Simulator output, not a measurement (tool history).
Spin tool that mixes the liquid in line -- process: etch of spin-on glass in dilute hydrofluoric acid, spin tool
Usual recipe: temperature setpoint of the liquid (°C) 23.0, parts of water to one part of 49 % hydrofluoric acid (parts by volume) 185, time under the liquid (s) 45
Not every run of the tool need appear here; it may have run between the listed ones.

| run | hour | temperature setpoint of the liquid (°C) | parts of water to one part of 49 % hydrofluoric acid (parts by volume) | time under the liquid (s) | wafers since the last listed run | hours since the thermometer was replaced | hours since the hydrofluoric acid flow meter was replaced | hours since the gauge calibration | read-back film thickness of the spin-on glass reference wafer, read on the same gauge (nm) | thickness taken off the spin-on glass on a monitor wafer (Å) |
|---|---|---|---|---|---|---|---|---|---|---|
| 1 | 0.0 | 23.0 | 185 | 45 | 0 | 2032.2 | 2025.1 | 160.9 | 79.68 | 96.1 |
| 2 | 18.3 | 23.0 | 185 | 45 | 154 | 2050.5 | 2043.4 | 179.2 | 79.61 | 97.4 |
| 3 | 32.8 | 23.0 | 185 | 45 | 122 | 2065.0 | 2057.9 | 193.7 | 79.59 | 97.0 |
| 4 | 47.4 | 23.0 | 185 | 45 | 123 | 2079.6 | 2072.5 | 208.3 | 79.55 | 97.8 |
| 5 | 59.7 | 23.0 | 185 | 45 | 104 | 2091.9 | 2084.8 | 220.6 | 79.53 | 97.7 |
| 6 | 73.7 | 23.0 | 185 | 45 | 118 | 2105.9 | 2098.8 | 234.6 | 79.45 | 97.9 |
| 7 | 97.3 | 23.0 | 185 | 45 | 199 | 2129.5 | 2122.4 | 258.2 | 79.42 | 96.6 |
| 8 | 113.4 | 23.0 | 185 | 45 | 136 | 2145.6 | 2138.5 | 274.3 | 79.38 | 96.9 |
| 9 | 145.1 | 23.0 | 185 | 45 | 268 | 2177.3 | 2170.2 | 306.0 | 79.28 | 97.3 |
| 10 | 180.4 | 27.5 | 260 | 35 | 298 | 2212.6 | 2205.5 | 341.3 | 79.10 | 57.6 |
| 11 | 197.0 | 23.0 | 215 | 45 | 140 | 2229.2 | 2222.1 | 357.9 | 79.02 | 80.3 |
| 12 | 218.1 | 25.0 | 255 | 45 | 178 | 2250.3 | 2243.2 | 379.0 | 78.92 | 69.8 |
| 13 | 252.5 | 23.0 | 155 | 45 | 290 | 2284.7 | 2277.6 | 413.4 | 78.74 | 118.9 |
| 14 | 284.2 | 23.0 | 185 | 45 | 268 | 2316.4 | 2309.3 | 445.1 | 78.58 | 97.0 |
|  | 293.9 | gauge calibrated |
|  | 295.2 | thermometer replaced |
|  | 299.2 | hydrofluoric acid flow meter replaced |
| 15 | 358.8 | 23.0 | 185 | 45 | 613 | 63.6 | 59.6 | 64.9 | 79.94 | 97.5 |
| 16 | 392.3 | 27.5 | 115 | 45 | 283 | 97.1 | 93.1 | 98.4 | 79.92 | 203.5 |
| 17 | 418.2 | 23.0 | 125 | 45 | 219 | 123.0 | 119.0 | 124.3 | 79.87 | 153.7 |
| 18 | 433.3 | 23.0 | 185 | 45 | 127 | 138.1 | 134.1 | 139.4 | 79.88 | 97.9 |

Forecast each of these 3 alternatives for the next run:
| A | 433.7 | 23.0 | 185 | 45 | 3 | 138.5 | 134.5 | 139.8 | ? | ? |
| B | 433.7 | 23.0 | 255 | 70 | 3 | 138.5 | 134.5 | 139.8 | ? | ? |
| C | 433.7 | 19.5 | 155 | 55 | 3 | 138.5 | 134.5 | 139.8 | ? | ? |

| run | read-back film thickness of the spin-on glass reference wafer, read on the same gauge (nm) | thickness taken off the spin-on glass on a monitor wafer (Å) |
|---|---|---|
| A | 79.88 | 97.1 |
| B | 79.88 | 101.9 |
| C | 79.88 | 127.5 |
Without the tool's unlogged condition, the same runs would have read:
| run | thickness taken off the spin-on glass on a monitor wafer (Å) |
|---|---|
| A | 97.2 |
| B | 102.1 |
| C | 127.8 |

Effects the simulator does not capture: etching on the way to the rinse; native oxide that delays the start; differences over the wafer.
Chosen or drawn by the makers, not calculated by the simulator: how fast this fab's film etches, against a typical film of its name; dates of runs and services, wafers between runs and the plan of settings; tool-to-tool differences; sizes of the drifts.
